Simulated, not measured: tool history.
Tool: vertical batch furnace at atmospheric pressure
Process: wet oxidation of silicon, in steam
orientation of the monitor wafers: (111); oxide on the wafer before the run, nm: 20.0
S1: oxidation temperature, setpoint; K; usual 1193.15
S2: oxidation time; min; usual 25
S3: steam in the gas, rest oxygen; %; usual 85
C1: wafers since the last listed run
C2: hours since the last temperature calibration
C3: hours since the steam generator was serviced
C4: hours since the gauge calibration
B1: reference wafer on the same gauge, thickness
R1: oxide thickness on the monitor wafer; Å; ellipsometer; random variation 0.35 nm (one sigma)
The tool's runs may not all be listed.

Run 1, day 0: usual settings; C1 0; C2 1894.9; C3 1083.4; C4 565.5; B1 157.93. Result: R1 1425.9 Å.
Run 2, day 1.25: usual settings; C1 600; C2 1924.9; C3 1113.4; C4 595.5; B1 158.02. Result: R1 1432.7 Å.
Run 3, day 3.421: usual settings; C1 1043; C2 1977; C3 1165.5; C4 647.6; B1 157.98. Result: R1 1429.9 Å.
Run 4, day 5.758: usual settings; C1 1123; C2 2033.1; C3 1221.6; C4 703.7; B1 158.01. Result: R1 1420 Å.
Run 5, day 8.433: usual settings; C1 1285; C2 2097.3; C3 1285.8; C4 767.9; B1 157.97. Result: R1 1424.7 Å.
Run 6, day 11.154: usual settings; C1 1307; C2 2162.6; C3 1351.1; C4 833.2; B1 158.11. Result: R1 1412.4 Å.
Run 7, day 13.062: usual settings but S2 17 min; C1 917; C2 2208.4; C3 1396.9; C4 879; B1 157.98. Result: R1 1071.7 Å.
Run 8, day 14.375: usual settings but S2 18 min; C1 630; C2 2239.9; C3 1428.4; C4 910.5; B1 158. Result: R1 1116.9 Å.
Run 9, day 15.433: usual settings but S2 18 min; C1 508; C2 2265.3; C3 1453.8; C4 935.9; B1 158.04. Result: R1 1115.3 Å.
Run 10, day 17.488: usual settings but S2 18 min; C1 987; C2 2314.6; C3 1503.1; C4 985.2; B1 158.05. Result: R1 1117.5 Å.
Run 11, day 19.221: usual settings; C1 832; C2 2356.2; C3 1544.7; C4 1026.8; B1 157.93. Result: R1 1409.8 Å.
Run 12, day 21.033: usual settings; C1 871; C2 2399.7; C3 1588.2; C4 1070.3; B1 157.98. Result: R1 1405.5 Å.
Run 13, day 22.75: usual settings but S1 1208.15 K; C1 824; C2 2440.9; C3 1629.4; C4 1111.5; B1 158.01. Result: R1 1615.4 Å.
Run 14, day 24.838: usual settings but S1 1204.15 K, S2 33 min, S3 74 %; C1 1003; C2 2491; C3 1679.5; C4 1161.6; B1 158.03. Result: R1 1724.3 Å.
At day 26.292: thermocouples replaced and temperature profile calibrated.
Run 15, day 26.988: usual settings; C1 552; C2 16.7; C3 1731.1; C4 1213.2; B1 157.95. Result: R1 1401.3 Å.
At day 28.521: steam generator serviced.
Run 16, day 28.967: usual settings; C1 470; C2 64.2; C3 10.7; C4 1260.7; B1 157.98. Result: R1 1474.2 Å.
Run 17, day 31.688: usual settings; C1 1307; C2 129.5; C3 76; C4 1326; B1 157.99. Result: R1 1468.7 Å.
At day 33.079: gauge calibrated.
Run 18, day 34.308: usual settings; C1 1259; C2 192.4; C3 138.9; C4 29.5; B1 157.98. Result: R1 1469.6 Å.
Run 19, day 35.646: usual settings but S3 79 %; C1 642; C2 224.5; C3 171; C4 61.6; B1 158.01. Result: R1 1387.8 Å.
Run 20, day 37.721: usual settings but S1 1171.15 K, S2 21.5 min, S3 80 %; C1 997; C2 274.3; C3 220.8; C4 111.4; B1 158.04. Result: R1 1002 Å.
Run 21, day 39.738: usual settings but S1 1169.15 K, S2 30.5 min, S3 89 %; C1 969; C2 322.7; C3 269.2; C4 159.8; B1 157.93. Result: R1 1356.1 Å.
Run 22, day 41.846: usual settings; C1 1013; C2 373.3; C3 319.8; C4 210.4; B1 157.99. Result: R1 1462.9 Å.
Run 23, day 43.629: usual settings but S1 1177.15 K, S3 77 %; C1 856; C2 416.1; C3 362.6; C4 253.2; B1 157.93. Result: R1 1154.3 Å.
Run 24, day 46.388: usual settings but S2 33.5 min; C1 1325; C2 482.3; C3 428.8; C4 319.4; B1 158.02. Result: R1 1804.2 Å.

Measured less the same run without the tool's hidden state. The same run-to-run variation is in both; the gauge's scatter may not be:
The hidden state here: true tube temperature minus thermocouple reading, K; steam share off its setpoint, % of the setpoint; gauge reads high (%).
run     R1
  1    -43
  2  -44.4
  3  -46.4
  4  -48.3
  5  -50.9
  6  -53.2
  7  -40.7
  8  -43.6
  9  -44.3
 10  -45.9
 11  -60.7
 12  -62.3
 13  -72.7
 14  -80.3
 15  -67.9
 16   -1.4
 17   -3.8
 18   -6.2
 19     -7
 20   -6.2
 21  -10.6
 22  -13.1
 23  -11.6
 24  -21.4

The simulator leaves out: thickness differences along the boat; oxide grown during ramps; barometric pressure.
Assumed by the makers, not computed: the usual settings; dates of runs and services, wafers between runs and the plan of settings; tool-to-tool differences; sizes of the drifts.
